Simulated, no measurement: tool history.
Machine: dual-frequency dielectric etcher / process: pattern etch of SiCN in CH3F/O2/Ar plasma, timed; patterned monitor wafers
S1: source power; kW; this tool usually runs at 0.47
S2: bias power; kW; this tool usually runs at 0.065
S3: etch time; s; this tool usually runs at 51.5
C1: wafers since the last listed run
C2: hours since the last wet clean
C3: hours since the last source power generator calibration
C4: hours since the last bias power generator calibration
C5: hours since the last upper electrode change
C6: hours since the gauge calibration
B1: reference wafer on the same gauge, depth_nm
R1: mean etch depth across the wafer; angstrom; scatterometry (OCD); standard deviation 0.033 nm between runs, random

run 1 hour=0 | S1=0.47 S2=0.065 S3=51.5 | C1=0 C2=245.9 C3=4305.2 C4=2431 C5=3052 C6=89.1 | B1=19.01 | R1=216.9
run 2 hour=6.3 | S1=0.47 S2=0.065 S3=51.5 | C1=56 C2=252.2 C3=4311.5 C4=2437.3 C5=3058.3 C6=95.4 | B1=19 | R1=216.6
run 3 hour=24.1 | S1=0.47 S2=0.065 S3=51.5 | C1=159 C2=270 C3=4329.3 C4=2455.1 C5=3076.1 C6=113.2 | B1=19 | R1=217
-- hour=34.2 gauge calibrated
run 4 hour=35.5 | S1=0.47 S2=0.065 S3=51.5 | C1=102 C2=281.4 C3=4340.7 C4=2466.5 C5=3087.5 C6=1.3 | B1=19 | R1=216.9
run 5 hour=48.3 | S1=0.47 S2=0.065 S3=51.5 | C1=115 C2=294.2 C3=4353.5 C4=2479.3 C5=3100.3 C6=14.1 | B1=19 | R1=216.6
run 6 hour=54.7 | S1=0.47 S2=0.065 S3=51.5 | C1=57 C2=300.6 C3=4359.9 C4=2485.7 C5=3106.7 C6=20.5 | B1=19 | R1=216.5
-- hour=86.7 upper electrode replaced
run 7 hour=87.2 | S1=0.47 S2=0.065 S3=51.5 | C1=76 C2=333.1 C3=4392.4 C4=2518.2 C5=0.5 C6=53 | B1=19.01 | R1=216.1
run 8 hour=110.3 | S1=0.43 S2=0.072 S3=51.5 | C1=207 C2=356.2 C3=4415.5 C4=2541.3 C5=23.6 C6=76.1 | B1=19 | R1=215.2
run 9 hour=120.5 | S1=0.43 S2=0.072 S3=51.5 | C1=91 C2=366.4 C3=4425.7 C4=2551.5 C5=33.8 C6=86.3 | B1=19 | R1=214.3
-- hour=141.3 bias power generator calibrated
-- hour=146.4 wet clean of the chamber
run 10 hour=146.9 | S1=0.43 S2=0.072 S3=51.5 | C1=155 C2=0.5 C3=4452.1 C4=5.6 C5=60.2 C6=112.7 | B1=18.99 | R1=217.2
run 11 hour=148 | S1=0.47 S2=0.065 S3=38.5 | C1=9 C2=1.6 C3=4453.2 C4=6.7 C5=61.3 C6=113.8 | B1=19 | R1=163.6
run 12 hour=156.9 | S1=0.47 S2=0.052 S3=43.5 | C1=79 C2=10.5 C3=4462.1 C4=15.6 C5=70.2 C6=122.7 | B1=19 | R1=173.1
-- hour=172.6 gauge calibrated
run 13 hour=174.6 | S1=0.57 S2=0.08 S3=60 | C1=159 C2=28.2 C3=4479.8 C4=33.3 C5=87.9 C6=2 | B1=19.01 | R1=293.9
run 14 hour=189.5 | S1=0.47 S2=0.075 S3=41.5 | C1=133 C2=43.1 C3=4494.7 C4=48.2 C5=102.8 C6=16.9 | B1=19 | R1=183.7
-- hour=193.6 source power generator calibrated
run 15 hour=195.8 | S1=0.47 S2=0.065 S3=51.5 | C1=20 C2=49.4 C3=2.2 C4=54.5 C5=109.1 C6=23.2 | B1=19 | R1=217.6
run 16 hour=211.3 | S1=0.47 S2=0.058 S3=51.5 | C1=139 C2=64.9 C3=17.7 C4=70 C5=124.6 C6=38.7 | B1=19 | R1=210.4
run 17 hour=221.3 | S1=0.53 S2=0.053 S3=64.5 | C1=89 C2=74.9 C3=27.7 C4=80 C5=134.6 C6=48.7 | B1=18.99 | R1=269.9
run 18 hour=227.8 | S1=0.52 S2=0.065 S3=59 | C1=58 C2=81.4 C3=34.2 C4=86.5 C5=141.1 C6=55.2 | B1=19 | R1=260.8
run 19 hour=240.3 | S1=0.57 S2=0.08 S3=60 | C1=112 C2=93.9 C3=46.7 C4=99 C5=153.6 C6=67.7 | B1=19 | R1=293.7
run 20 hour=254.1 | S1=0.42 S2=0.065 S3=39.5 | C1=124 C2=107.7 C3=60.5 C4=112.8 C5=167.4 C6=81.5 | B1=19 | R1=159.3

Consider 3 possible next runs. They are alternatives, not a sequence: every one starts from the tool as it was left by run 20. What does each give?
run A hour=254.5 | S1=0.47 S2=0.06 S3=51.5 | C1=3 C2=108.1 C3=60.9 C4=113.2 C5=167.8 C6=81.9 | B1=? | R1=?
run B hour=254.5 | S1=0.39 S2=0.074 S3=51.5 | C1=3 C2=108.1 C3=60.9 C4=113.2 C5=167.8 C6=81.9 | B1=? | R1=?
run C hour=254.5 | S1=0.56 S2=0.055 S3=51.5 | C1=3 C2=108.1 C3=60.9 C4=113.2 C5=167.8 C6=81.9 | B1=? | R1=?

run=A B1=19 R1=212.1
run=B B1=19 R1=209.4
run=C B1=19 R1=222.6
Without the tool's unlogged condition, the same runs would have read:
run=A R1=213
run=B R1=210.2
run=C R1=223.5
